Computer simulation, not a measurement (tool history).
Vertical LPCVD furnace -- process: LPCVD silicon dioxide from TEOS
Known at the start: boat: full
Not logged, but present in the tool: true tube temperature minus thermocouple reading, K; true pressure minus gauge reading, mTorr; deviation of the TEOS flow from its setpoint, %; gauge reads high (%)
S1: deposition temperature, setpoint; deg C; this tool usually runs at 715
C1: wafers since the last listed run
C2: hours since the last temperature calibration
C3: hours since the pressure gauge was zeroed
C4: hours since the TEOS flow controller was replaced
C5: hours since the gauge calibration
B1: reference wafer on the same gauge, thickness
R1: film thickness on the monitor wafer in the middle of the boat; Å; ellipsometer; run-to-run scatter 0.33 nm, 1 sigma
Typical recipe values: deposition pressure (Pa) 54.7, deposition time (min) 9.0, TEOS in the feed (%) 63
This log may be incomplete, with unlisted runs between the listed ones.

run 1 hour=0.0 | S1=719 deposition_pressure_(Pa)=61.3 deposition_time_(min)=9.0 TEOS_in_the_feed_(%)=63 | C1=0 C2=2829.0 C3=3647.6 C4=2371.1 C5=67.1 | B1=141.02 | R1=1378.0
run 2 hour=33.9 | S1=719 deposition_pressure_(Pa)=61.3 deposition_time_(min)=9.0 TEOS_in_the_feed_(%)=63 | C1=608 C2=2862.9 C3=3681.5 C4=2405.0 C5=101.0 | B1=140.90 | R1=1378.3
run 3 hour=58.9 | S1=715 deposition_pressure_(Pa)=54.7 deposition_time_(min)=9.0 TEOS_in_the_feed_(%)=63 | C1=448 C2=2887.9 C3=3706.5 C4=2430.0 C5=126.0 | B1=140.75 | R1=1184.1
run 4 hour=83.3 | S1=715 deposition_pressure_(Pa)=54.7 deposition_time_(min)=9.0 TEOS_in_the_feed_(%)=63 | C1=437 C2=2912.3 C3=3730.9 C4=2454.4 C5=150.4 | B1=140.68 | R1=1187.7
run 5 hour=106.3 | S1=715 deposition_pressure_(Pa)=54.7 deposition_time_(min)=9.0 TEOS_in_the_feed_(%)=63 | C1=412 C2=2935.3 C3=3753.9 C4=2477.4 C5=173.4 | B1=140.44 | R1=1190.7
run 6 hour=141.1 | S1=711 deposition_pressure_(Pa)=54.7 deposition_time_(min)=9.0 TEOS_in_the_feed_(%)=63 | C1=624 C2=2970.1 C3=3788.7 C4=2512.2 C5=208.2 | B1=140.08 | R1=1081.6
run 7 hour=161.3 | S1=711 deposition_pressure_(Pa)=54.7 deposition_time_(min)=9.0 TEOS_in_the_feed_(%)=63 | C1=362 C2=2990.3 C3=3808.9 C4=2532.4 C5=228.4 | B1=139.96 | R1=1081.6
run 8 hour=175.6 | S1=711 deposition_pressure_(Pa)=54.7 deposition_time_(min)=9.0 TEOS_in_the_feed_(%)=63 | C1=256 C2=3004.6 C3=3823.2 C4=2546.7 C5=242.7 | B1=139.71 | R1=1076.8
-- hour=209.0 gauge calibrated
-- hour=217.0 TEOS flow controller replaced
-- hour=227.1 pressure gauge zeroed
run 9 hour=227.6 | S1=721 deposition_pressure_(Pa)=54.7 deposition_time_(min)=12.0 TEOS_in_the_feed_(%)=63 | C1=321 C2=3056.6 C3=0.5 C4=10.6 C5=18.6 | B1=141.04 | R1=1817.0
run 10 hour=231.1 | S1=715 deposition_pressure_(Pa)=60.7 deposition_time_(min)=9.0 TEOS_in_the_feed_(%)=59 | C1=62 C2=3060.1 C3=4.0 C4=14.1 C5=22.1 | B1=141.19 | R1=1217.0
run 11 hour=241.9 | S1=715 deposition_pressure_(Pa)=54.7 deposition_time_(min)=10.0 TEOS_in_the_feed_(%)=70 | C1=193 C2=3070.9 C3=14.8 C4=24.9 C5=32.9 | B1=141.08 | R1=1396.0
-- hour=279.2 thermocouples replaced and temperature profile calibrated
run 12 hour=279.7 | S1=715 deposition_pressure_(Pa)=54.7 deposition_time_(min)=6.0 TEOS_in_the_feed_(%)=63 | C1=247 C2=0.5 C3=52.6 C4=62.7 C5=70.7 | B1=140.89 | R1=790.5
run 13 hour=283.6 | S1=715 deposition_pressure_(Pa)=54.7 deposition_time_(min)=7.5 TEOS_in_the_feed_(%)=71 | C1=69 C2=4.4 C3=56.5 C4=66.6 C5=74.6 | B1=141.06 | R1=1051.4
run 14 hour=304.5 | S1=715 deposition_pressure_(Pa)=54.7 deposition_time_(min)=9.0 TEOS_in_the_feed_(%)=63 | C1=375 C2=25.3 C3=77.4 C4=87.5 C5=95.5 | B1=141.01 | R1=1189.4
run 15 hour=322.1 | S1=719 deposition_pressure_(Pa)=49.3 deposition_time_(min)=10.5 TEOS_in_the_feed_(%)=74 | C1=315 C2=42.9 C3=95.0 C4=105.1 C5=113.1 | B1=140.76 | R1=1567.7
run 16 hour=357.1 | S1=715 deposition_pressure_(Pa)=54.7 deposition_time_(min)=9.0 TEOS_in_the_feed_(%)=63 | C1=628 C2=77.9 C3=130.0 C4=140.1 C5=148.1 | B1=140.73 | R1=1183.5
run 17 hour=369.4 | S1=715 deposition_pressure_(Pa)=54.7 deposition_time_(min)=9.0 TEOS_in_the_feed_(%)=63 | C1=220 C2=90.2 C3=142.3 C4=152.4 C5=160.4 | B1=140.54 | R1=1180.0

Forecast each of these 4 alternatives for the next run:
run A hour=372.9 | S1=715 deposition_pressure_(Pa)=54.7 deposition_time_(min)=9.0 TEOS_in_the_feed_(%)=63 | C1=62 C2=93.7 C3=145.8 C4=155.9 C5=163.9 | B1=? | R1=?
run B hour=372.9 | S1=724 deposition_pressure_(Pa)=54.7 deposition_time_(min)=9.0 TEOS_in_the_feed_(%)=67 | C1=62 C2=93.7 C3=145.8 C4=155.9 C5=163.9 | B1=? | R1=?
run C hour=372.9 | S1=706 deposition_pressure_(Pa)=54.7 deposition_time_(min)=6.0 TEOS_in_the_feed_(%)=73 | C1=62 C2=93.7 C3=145.8 C4=155.9 C5=163.9 | B1=? | R1=?
run D hour=372.9 | S1=715 deposition_pressure_(Pa)=64.7 deposition_time_(min)=9.0 TEOS_in_the_feed_(%)=63 | C1=62 C2=93.7 C3=145.8 C4=155.9 C5=163.9 | B1=? | R1=?

run=A B1=140.61 R1=1183.7
run=B B1=140.61 R1=1492.6
run=C B1=140.61 R1=692.1
run=D B1=140.61 R1=1287.4
What these runs would have given with no unlogged condition in the tool:
run=A R1=1187.8
run=B R1=1497.7
run=C R1=694.5
run=D R1=1291.8
